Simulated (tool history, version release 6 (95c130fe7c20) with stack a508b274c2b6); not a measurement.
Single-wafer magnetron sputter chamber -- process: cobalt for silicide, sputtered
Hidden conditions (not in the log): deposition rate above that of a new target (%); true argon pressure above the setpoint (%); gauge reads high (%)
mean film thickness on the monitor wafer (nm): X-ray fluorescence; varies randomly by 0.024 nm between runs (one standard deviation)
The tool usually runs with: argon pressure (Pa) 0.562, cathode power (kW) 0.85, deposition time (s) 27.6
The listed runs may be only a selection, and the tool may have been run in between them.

run,hour,argon pressure (Pa),cathode power (kW),deposition time (s),wafers since the last listed run,wafers on the sputter target,hours since the last manometer calibration,hours since the magnet pack was replaced,hours since the gauge calibration,"read-back reference wafer on the same gauge, thickness_nm",mean film thickness on the monitor wafer (nm)
1,0,0.562,0.85,27.6,0,6482,2075.3,5890,495.9,11.492,10.761
2,29.6,0.562,1,27.6,634,7117,2104.9,5919.6,525.5,11.509,12.672
3,42.8,0.562,0.85,27.6,283,7400,2118.1,5932.8,538.7,11.5,10.755
# hour 68.3: sputter target and shields replaced
4,68.8,0.562,0.85,27.6,386,11,2144.1,5958.8,564.7,11.507,10.799
5,84.9,0.562,0.85,27.6,345,356,2160.2,5974.9,580.8,11.493,10.758
6,119.4,0.562,0.85,27.6,739,1096,2194.7,6009.4,615.3,11.502,10.788
# hour 123.9: gauge calibrated
7,155.1,0.562,0.85,27.6,765,1861,2230.4,6045.1,31.2,11.501,10.71
8,170,0.562,0.85,27.6,319,2181,2245.3,6060,46.1,11.502,10.765
9,189.8,0.562,0.75,27.6,424,2605,2265.1,6079.8,65.9,11.499,9.491
10,205.5,0.562,0.75,27.6,336,2942,2280.8,6095.5,81.6,11.503,9.431
11,266.5,0.562,0.75,27.6,1308,4250,2341.8,6156.5,142.6,11.501,9.473
12,284.1,0.666,0.85,27.6,377,4628,2359.4,6174.1,160.2,11.513,10.377
# hour 319.6: magnet pack replaced
13,352.9,0.562,0.85,27.6,1303,5932,2428.2,33.3,229,11.499,10.722
14,380.9,0.562,0.85,27.6,600,6532,2456.2,61.3,257,11.503,10.714
15,407.3,0.562,0.85,27.6,566,7098,2482.6,87.7,283.4,11.497,10.705
# hour 438.9: sputter target and shields replaced
16,439.4,0.562,0.85,27.6,516,10,2514.7,119.8,315.5,11.496,10.69
17,466.9,0.562,0.85,27.6,589,599,2542.2,147.3,343,11.494,10.642
18,496.5,0.562,0.85,22.9,634,1234,2571.8,176.9,372.6,11.511,8.844
19,526.6,0.562,0.95,29.7,645,1880,2601.9,207,402.7,11.512,12.816
20,543.8,0.479,0.75,31.7,368,2249,2619.1,224.2,419.9,11.496,11.119
21,578.5,0.562,0.85,27.6,744,2993,2653.8,258.9,454.6,11.501,10.692
22,590.8,0.668,0.75,25,263,3257,2666.1,271.2,466.9,11.498,8.186
# hour 605.3: capacitance manometer re-zeroed and calibrated
23,625.2,0.562,0.75,31,566,3823,19.9,305.6,501.3,11.497,10.805
# hour 628.7: gauge calibrated
24,656.3,0.562,0.85,27.6,666,4490,51,336.7,27.6,11.507,10.919
25,673.5,0.698,0.85,23.7,368,4859,68.2,353.9,44.8,11.501,8.991
26,694,0.705,0.85,27.6,439,5298,88.7,374.4,65.3,11.488,10.448
27,712.5,0.562,0.75,31,396,5695,107.2,392.9,83.8,11.495,10.788
# hour 730: sputter target and shields replaced
28,731.7,0.562,0.85,27.6,240,36,126.4,412.1,103,11.488,10.907
29,779.7,0.562,0.85,27.6,1029,1065,174.4,460.1,151,11.502,10.914
30,818.8,0.562,0.75,30.2,838,1904,213.5,499.2,190.1,11.501,10.482
31,836.2,0.344,0.85,27.6,373,2277,230.9,516.6,207.5,11.503,11.669
32,867.8,0.42,0.95,27.6,677,2955,262.5,548.2,239.1,11.491,12.697
33,885.2,0.562,0.85,27.6,373,3328,279.9,565.6,256.5,11.498,10.913
34,900.2,0.562,0.85,27.6,321,3650,294.9,580.6,271.5,11.5,10.893
35,935.1,0.562,0.7,27.6,748,4398,329.8,615.5,306.4,11.5,9.001

What differs in the tool's unlogged condition from the final listed run ahead of each entry between runs to the first listed run following it?
In the gap between runs 3 and 4: sputter target and shields replaced (hour 68.3)
  true argon pressure above the setpoint (%): 8.73 -> 9.02
  measured less the result without the state, mean film thickness on the monitor wafer (nm): -0.159 -> -0.165
In the gap between runs 6 and 7: gauge calibrated (hour 123.9)
  true argon pressure above the setpoint (%): 9.59 -> 10
  measured less the result without the state, mean film thickness on the monitor wafer (nm): -0.175 -> -0.182
In the gap between runs 12 and 13: magnet pack replaced (hour 319.6)
  true argon pressure above the setpoint (%): 11.5 -> 12.4
  measured less the result without the state, mean film thickness on the monitor wafer (nm): -0.237 -> -0.225
In the gap between runs 15 and 16: sputter target and shields replaced (hour 438.9)
  true argon pressure above the setpoint (%): 13.1 -> 13.5
  measured less the result without the state, mean film thickness on the monitor wafer (nm): -0.237 -> -0.245
In the gap between runs 22 and 23: capacitance manometer re-zeroed and calibrated (hour 605.3)
  true argon pressure above the setpoint (%): 15.5 -> 2.29
  measured less the result without the state, mean film thickness on the monitor wafer (nm): -0.253 -> -0.042
In the gap between runs 23 and 24: gauge calibrated (hour 628.7)
  true argon pressure above the setpoint (%): 2.29 -> 2.3
  measured less the result without the state, mean film thickness on the monitor wafer (nm): -0.042 -> -0.042
In the gap between runs 27 and 28: sputter target and shields replaced (hour 730)
  true argon pressure above the setpoint (%): 2.32 -> 2.34
  measured less the result without the state, mean film thickness on the monitor wafer (nm): -0.043 -> -0.043
